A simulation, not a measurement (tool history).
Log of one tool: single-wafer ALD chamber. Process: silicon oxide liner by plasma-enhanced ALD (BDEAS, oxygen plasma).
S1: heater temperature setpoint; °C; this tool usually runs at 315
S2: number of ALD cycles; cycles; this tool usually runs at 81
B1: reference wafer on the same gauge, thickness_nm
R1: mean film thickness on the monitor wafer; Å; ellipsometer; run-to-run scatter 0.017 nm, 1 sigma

{"run": 1, "hour": 0.0, "S1": 327, "S2": 75, "B1": 7.932, "R1": 69.71}
{"run": 2, "hour": 42.1, "S1": 327, "S2": 75, "B1": 7.941, "R1": 69.49}
{"run": 3, "hour": 83.2, "S1": 327, "S2": 75, "B1": 7.929, "R1": 69.76}
{"run": 4, "hour": 153.3, "S1": 306, "S2": 81, "B1": 7.935, "R1": 77.49}
{"run": 5, "hour": 192.2, "S1": 306, "S2": 81, "B1": 7.933, "R1": 77.07}
{"run": 6, "hour": 221.5, "S1": 315, "S2": 81, "B1": 7.93, "R1": 76.34}
{"run": 7, "hour": 280.2, "S1": 315, "S2": 81, "B1": 7.942, "R1": 76.42}
{"run": 8, "hour": 337.1, "S1": 315, "S2": 81, "B1": 7.932, "R1": 75.98}
{"run": 9, "hour": 376.3, "S1": 315, "S2": 81, "B1": 7.931, "R1": 76.7}
{"run": 10, "hour": 440.7, "S1": 315, "S2": 81, "B1": 7.929, "R1": 76.09}
{"run": 11, "hour": 486.5, "S1": 315, "S2": 81, "B1": 7.931, "R1": 76.43}
{"hour": 509.7, "done": "thermocouple changed; heater temperature recalibrated"}
{"run": 12, "hour": 543.5, "S1": 315, "S2": 81, "B1": 7.933, "R1": 76.44}
{"run": 13, "hour": 596.7, "S1": 315, "S2": 81, "B1": 7.93, "R1": 76.49}
{"hour": 689.8, "done": "gauge calibrated"}
{"run": 14, "hour": 765.6, "S1": 326, "S2": 67, "B1": 7.926, "R1": 62.41}
{"run": 15, "hour": 792.4, "S1": 304, "S2": 81, "B1": 7.935, "R1": 77.58}
{"run": 16, "hour": 846.9, "S1": 328, "S2": 85, "B1": 7.925, "R1": 79.03}
{"run": 17, "hour": 916.1, "S1": 315, "S2": 81, "B1": 7.927, "R1": 76.02}
{"run": 18, "hour": 961.5, "S1": 315, "S2": 81, "B1": 7.919, "R1": 76.42}
{"run": 19, "hour": 1027.8, "S1": 315, "S2": 90, "B1": 7.928, "R1": 84.89}
{"run": 20, "hour": 1087.7, "S1": 308, "S2": 77, "B1": 7.929, "R1": 73.08}
{"run": 21, "hour": 1150.8, "S1": 308, "S2": 97, "B1": 7.926, "R1": 92.19}
{"run": 22, "hour": 1174.9, "S1": 321, "S2": 97, "B1": 7.927, "R1": 90.86}
{"run": 23, "hour": 1242.9, "S1": 307, "S2": 96, "B1": 7.943, "R1": 91.33}
{"run": 24, "hour": 1309.9, "S1": 321, "S2": 71, "B1": 7.931, "R1": 66.4}
{"run": 25, "hour": 1356.6, "S1": 321, "S2": 71, "B1": 7.917, "R1": 66.19}
{"run": 26, "hour": 1397.6, "S1": 325, "S2": 90, "B1": 7.928, "R1": 83.81}
{"run": 27, "hour": 1468.8, "S1": 328, "S2": 92, "B1": 7.934, "R1": 85.28}

5 ways to go on from here, each from the tool as it stands after run 27. What would each give?
{"run": "A", "hour": 1469.3, "S1": 315, "S2": 69, "B1": "?", "R1": "?"}
{"run": "B", "hour": 1469.3, "S1": 321, "S2": 73, "B1": "?", "R1": "?"}
{"run": "C", "hour": 1469.3, "S1": 321, "S2": 68, "B1": "?", "R1": "?"}
{"run": "D", "hour": 1469.3, "S1": 303, "S2": 73, "B1": "?", "R1": "?"}
{"run": "E", "hour": 1469.3, "S1": 305, "S2": 81, "B1": "?", "R1": "?"}

run=A B1=7.925 R1=65.02
run=B B1=7.925 R1=68.27
run=C B1=7.925 R1=63.59
run=D B1=7.925 R1=69.82
run=E B1=7.925 R1=77.28
The same runs, with their run-to-run variation unchanged, on a tool lacking any hidden condition would have given:
run=A R1=65.02
run=B R1=68.27
run=C R1=63.59
run=D R1=69.82
run=E R1=77.28
